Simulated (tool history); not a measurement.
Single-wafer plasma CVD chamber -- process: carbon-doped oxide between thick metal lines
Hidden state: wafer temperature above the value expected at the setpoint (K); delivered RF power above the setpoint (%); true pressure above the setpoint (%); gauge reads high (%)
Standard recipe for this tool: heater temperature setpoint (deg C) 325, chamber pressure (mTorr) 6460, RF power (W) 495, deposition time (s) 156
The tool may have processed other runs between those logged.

| run | hour | heater temperature setpoint (deg C) | chamber pressure (mTorr) | RF power (W) | deposition time (s) | wafers since the last listed run | hours since the last thermocouple change | hours since the last RF generator calibration | hours since the last manometer calibration | hours since the showerhead was replaced | hours since the gauge calibration | read-back reference wafer on the same gauge, thickness_nm | mean film thickness on the monitor wafer (Å) |
|---|---|---|---|---|---|---|---|---|---|---|---|---|---|
| 1 | 0 | 325 | 6460 | 495 | 137 | 0 | 2074 | 908.4 | 1606.3 | 5245 | 1.5 | 690.993 | 6978.34 |
| 2 | 20.6 | 325 | 6460 | 495 | 176 | 180 | 2094.6 | 929 | 1626.9 | 5265.6 | 22.1 | 691.023 | 8903.74 |
| 3 | 44 | 325 | 6460 | 495 | 176 | 205 | 2118 | 952.4 | 1650.3 | 5289 | 45.5 | 690.862 | 8916.6 |
|  | 77 | RF generator calibrated |
| 4 | 77.5 | 325 | 6460 | 495 | 176 | 224 | 2151.5 | 0.5 | 1683.8 | 5322.5 | 79 | 691.217 | 9445.91 |
| 5 | 82.4 | 325 | 6460 | 495 | 156 | 43 | 2156.4 | 5.4 | 1688.7 | 5327.4 | 83.9 | 691.451 | 8424.48 |
| 6 | 114.3 | 325 | 6460 | 495 | 156 | 280 | 2188.3 | 37.3 | 1720.6 | 5359.3 | 115.8 | 691.096 | 8396.05 |
| 7 | 128.9 | 332 | 7010 | 495 | 125 | 128 | 2202.9 | 51.9 | 1735.2 | 5373.9 | 130.4 | 690.818 | 6580.34 |
|  | 154.5 | showerhead replaced |
| 8 | 155 | 331 | 6460 | 420 | 156 | 159 | 2229 | 78 | 1761.3 | 0.5 | 156.5 | 690.934 | 6842.72 |
| 9 | 176.3 | 325 | 6460 | 580 | 156 | 187 | 2250.3 | 99.3 | 1782.6 | 21.8 | 177.8 | 690.733 | 9635.17 |
| 10 | 198.4 | 325 | 6460 | 465 | 156 | 194 | 2272.4 | 121.4 | 1804.7 | 43.9 | 199.9 | 690.853 | 7911.26 |
| 11 | 215.3 | 325 | 5670 | 495 | 145 | 148 | 2289.3 | 138.3 | 1821.6 | 60.8 | 216.8 | 691.48 | 7628.87 |
| 12 | 252.1 | 325 | 6460 | 495 | 156 | 323 | 2326.1 | 175.1 | 1858.4 | 97.6 | 253.6 | 691.368 | 8389.44 |
| 13 | 308.9 | 325 | 6460 | 590 | 184 | 498 | 2382.9 | 231.9 | 1915.2 | 154.4 | 310.4 | 690.676 | 11450.26 |
| 14 | 344.7 | 316 | 7880 | 540 | 156 | 314 | 2418.7 | 267.7 | 1951 | 190.2 | 346.2 | 691.957 | 9557.55 |
| 15 | 364.7 | 314 | 6460 | 495 | 156 | 175 | 2438.7 | 287.7 | 1971 | 210.2 | 366.2 | 690.827 | 8681.62 |
|  | 393.6 | capacitance manometer re-zeroed and calibrated |
|  | 415.3 | thermocouple changed; heater temperature recalibrated |
| 16 | 465.2 | 325 | 6460 | 450 | 156 | 742 | 49.9 | 388.2 | 71.6 | 310.7 | 466.7 | 691.025 | 7490.01 |
| 17 | 486.2 | 325 | 5440 | 495 | 156 | 184 | 70.9 | 409.2 | 92.6 | 331.7 | 487.7 | 691.432 | 8105.04 |
| 18 | 502 | 325 | 6460 | 495 | 156 | 138 | 86.7 | 425 | 108.4 | 347.5 | 503.5 | 690.483 | 8309.3 |
| 19 | 534.9 | 325 | 6460 | 495 | 156 | 289 | 119.6 | 457.9 | 141.3 | 380.4 | 536.4 | 690.555 | 8267.22 |
| 20 | 556.1 | 325 | 5670 | 495 | 145 | 186 | 140.8 | 479.1 | 162.5 | 401.6 | 557.6 | 690.964 | 7546.08 |
| 21 | 581.2 | 325 | 6460 | 460 | 156 | 220 | 165.9 | 504.2 | 187.6 | 426.7 | 582.7 | 691 | 7650.73 |
| 22 | 598.8 | 319 | 8010 | 535 | 132 | 154 | 183.5 | 521.8 | 205.2 | 444.3 | 600.3 | 691.366 | 7809.1 |

Run 23, settings as shown, results not yet in. Your forecast:
| 23 | 618.5 | 325 | 7890 | 495 | 156 | 173 | 203.2 | 541.5 | 224.9 | 464 | 620 | ? | ? |

Run 23 came out at read-back reference wafer on the same gauge, thickness_nm 690.445, mean film thickness on the monitor wafer (Å) 8352.3.
Minus the tool's unlogged condition, the same run would have read mean film thickness on the monitor wafer (Å) 8555.83.

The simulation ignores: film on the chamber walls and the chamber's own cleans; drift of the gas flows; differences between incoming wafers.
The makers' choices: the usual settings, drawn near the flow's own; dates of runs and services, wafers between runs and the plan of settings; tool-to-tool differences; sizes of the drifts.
